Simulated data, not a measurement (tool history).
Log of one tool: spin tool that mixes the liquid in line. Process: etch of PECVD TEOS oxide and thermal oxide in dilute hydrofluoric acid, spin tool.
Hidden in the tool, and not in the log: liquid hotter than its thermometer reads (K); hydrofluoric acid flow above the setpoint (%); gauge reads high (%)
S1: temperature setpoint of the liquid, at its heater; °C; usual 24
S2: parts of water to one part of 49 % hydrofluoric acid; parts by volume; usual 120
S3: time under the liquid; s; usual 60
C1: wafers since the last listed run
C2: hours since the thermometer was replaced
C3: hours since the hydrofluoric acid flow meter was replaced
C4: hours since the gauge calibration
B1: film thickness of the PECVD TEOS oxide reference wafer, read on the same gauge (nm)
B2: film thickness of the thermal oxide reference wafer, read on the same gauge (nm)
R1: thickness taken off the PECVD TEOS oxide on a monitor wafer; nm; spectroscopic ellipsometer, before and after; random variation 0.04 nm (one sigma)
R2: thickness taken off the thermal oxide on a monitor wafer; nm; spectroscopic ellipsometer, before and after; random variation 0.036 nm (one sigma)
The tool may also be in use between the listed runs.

run 1 hour=0 | S1=25 S2=120 S3=60 | C1=0 C2=140.4 C3=1651.7 C4=811.3 | B1=40.03 B2=30.034 | R1=5.64 R2=2.564
run 2 hour=48.4 | S1=25 S2=120 S3=60 | C1=386 C2=188.8 C3=1700.1 C4=859.7 | B1=40 B2=30.001 | R1=5.66 R2=2.634
run 3 hour=108.5 | S1=25 S2=120 S3=60 | C1=479 C2=248.9 C3=1760.2 C4=919.8 | B1=39.99 B2=30.014 | R1=5.73 R2=2.576
-- hour=110.7 gauge calibrated
run 4 hour=149.4 | S1=24 S2=120 S3=60 | C1=326 C2=289.8 C3=1801.1 C4=38.7 | B1=40.01 B2=30.011 | R1=5.52 R2=2.485
run 5 hour=221.3 | S1=24 S2=120 S3=60 | C1=573 C2=361.7 C3=1873 C4=110.6 | B1=40.01 B2=30.009 | R1=5.59 R2=2.57
run 6 hour=283.9 | S1=24 S2=120 S3=60 | C1=499 C2=424.3 C3=1935.6 C4=173.2 | B1=40.01 B2=30.009 | R1=5.57 R2=2.577
run 7 hour=339.7 | S1=24 S2=120 S3=60 | C1=445 C2=480.1 C3=1991.4 C4=229 | B1=39.98 B2=29.996 | R1=5.63 R2=2.5
run 8 hour=386.9 | S1=24 S2=120 S3=60 | C1=376 C2=527.3 C3=2038.6 C4=276.2 | B1=40 B2=29.988 | R1=5.62 R2=2.601
run 9 hour=421 | S1=26.5 S2=120 S3=60 | C1=272 C2=561.4 C3=2072.7 C4=310.3 | B1=39.99 B2=29.976 | R1=6.21 R2=2.83
run 10 hour=446.1 | S1=26.5 S2=120 S3=60 | C1=200 C2=586.5 C3=2097.8 C4=335.4 | B1=39.99 B2=29.997 | R1=6.22 R2=2.839
run 11 hour=477 | S1=24 S2=120 S3=60 | C1=246 C2=617.4 C3=2128.7 C4=366.3 | B1=40.02 B2=30.04 | R1=5.65 R2=2.58
run 12 hour=531.1 | S1=24 S2=120 S3=60 | C1=431 C2=671.5 C3=2182.8 C4=420.4 | B1=40.02 B2=30.003 | R1=5.63 R2=2.549
run 13 hour=590.6 | S1=21.5 S2=135 S3=95 | C1=474 C2=731 C3=2242.3 C4=479.9 | B1=40 B2=30.015 | R1=7.07 R2=3.309
run 14 hour=649.5 | S1=24 S2=120 S3=60 | C1=469 C2=789.9 C3=2301.2 C4=538.8 | B1=39.99 B2=30.039 | R1=5.72 R2=2.604
-- hour=674.7 thermometer replaced
run 15 hour=715.2 | S1=24 S2=165 S3=50 | C1=516 C2=40.5 C3=2366.9 C4=604.5 | B1=40 B2=29.985 | R1=3.43 R2=1.606
run 16 hour=748.2 | S1=24 S2=80 S3=60 | C1=263 C2=73.5 C3=2399.9 C4=637.5 | B1=40 B2=29.979 | R1=9.52 R2=4.328
run 17 hour=812.4 | S1=28 S2=60 S3=30 | C1=512 C2=137.7 C3=2464.1 C4=701.7 | B1=40.03 B2=29.985 | R1=7.6 R2=3.407
-- hour=826.6 hydrofluoric acid flow meter replaced
run 18 hour=868.4 | S1=22 S2=120 S3=60 | C1=438 C2=193.7 C3=41.8 C4=757.7 | B1=40 B2=30.003 | R1=5.56 R2=2.584
-- hour=890.3 gauge calibrated
run 19 hour=923.5 | S1=22 S2=180 S3=60 | C1=439 C2=248.8 C3=96.9 C4=33.2 | B1=39.98 B2=30.005 | R1=3.49 R2=1.618
-- hour=951.2 thermometer replaced, repeated, since the last time left the tool worse
run 20 hour=959.6 | S1=21 S2=120 S3=60 | C1=280 C2=8.4 C3=133 C4=69.3 | B1=39.99 B2=30.016 | R1=4.82 R2=2.202
run 21 hour=1028.4 | S1=26 S2=95 S3=60 | C1=548 C2=77.2 C3=201.8 C4=138.1 | B1=40.01 B2=30.012 | R1=7.54 R2=3.492
run 22 hour=1217.9 | S1=24 S2=120 S3=60 | C1=1511 C2=266.7 C3=391.3 C4=327.6 | B1=40.01 B2=30.009 | R1=5.54 R2=2.49
run 23 hour=1265.4 | S1=27 S2=65 S3=60 | C1=378 C2=314.2 C3=438.8 C4=375.1 | B1=40.02 B2=30.013 | R1=12.36 R2=5.84
run 24 hour=1325.8 | S1=27 S2=120 S3=60 | C1=481 C2=374.6 C3=499.2 C4=435.5 | B1=39.98 B2=30.024 | R1=6.19 R2=2.846
run 25 hour=1361.2 | S1=28 S2=160 S3=60 | C1=282 C2=410 C3=534.6 C4=470.9 | B1=40 B2=29.986 | R1=4.63 R2=2.1

Forecast each of these 5 alternatives for the next run:
run A hour=1361.6 | S1=24 S2=100 S3=60 | C1=3 C2=410.4 C3=535 C4=471.3 | B1=? B2=? | R1=? R2=?
run B hour=1361.6 | S1=26.5 S2=120 S3=70 | C1=3 C2=410.4 C3=535 C4=471.3 | B1=? B2=? | R1=? R2=?
run C hour=1361.6 | S1=24 S2=145 S3=60 | C1=3 C2=410.4 C3=535 C4=471.3 | B1=? B2=? | R1=? R2=?
run D hour=1361.6 | S1=24 S2=70 S3=35 | C1=3 C2=410.4 C3=535 C4=471.3 | B1=? B2=? | R1=? R2=?
run E hour=1361.6 | S1=24 S2=120 S3=35 | C1=3 C2=410.4 C3=535 C4=471.3 | B1=? B2=? | R1=? R2=?

run=A B1=40 B2=29.985 R1=6.84 R2=3.114
run=B B1=40 B2=29.985 R1=7.13 R2=3.25
run=C B1=40 B2=29.985 R1=4.46 R2=2.034
run=D B1=40 B2=29.985 R1=5.92 R2=2.697
run=E B1=40 B2=29.985 R1=3.24 R2=1.477
Without the tool's hidden state the same runs would have given:
run=A R1=6.63 R2=3.018
run=B R1=6.92 R2=3.154
run=C R1=4.33 R2=1.973
run=D R1=5.73 R2=2.612
run=E R1=3.14 R2=1.432

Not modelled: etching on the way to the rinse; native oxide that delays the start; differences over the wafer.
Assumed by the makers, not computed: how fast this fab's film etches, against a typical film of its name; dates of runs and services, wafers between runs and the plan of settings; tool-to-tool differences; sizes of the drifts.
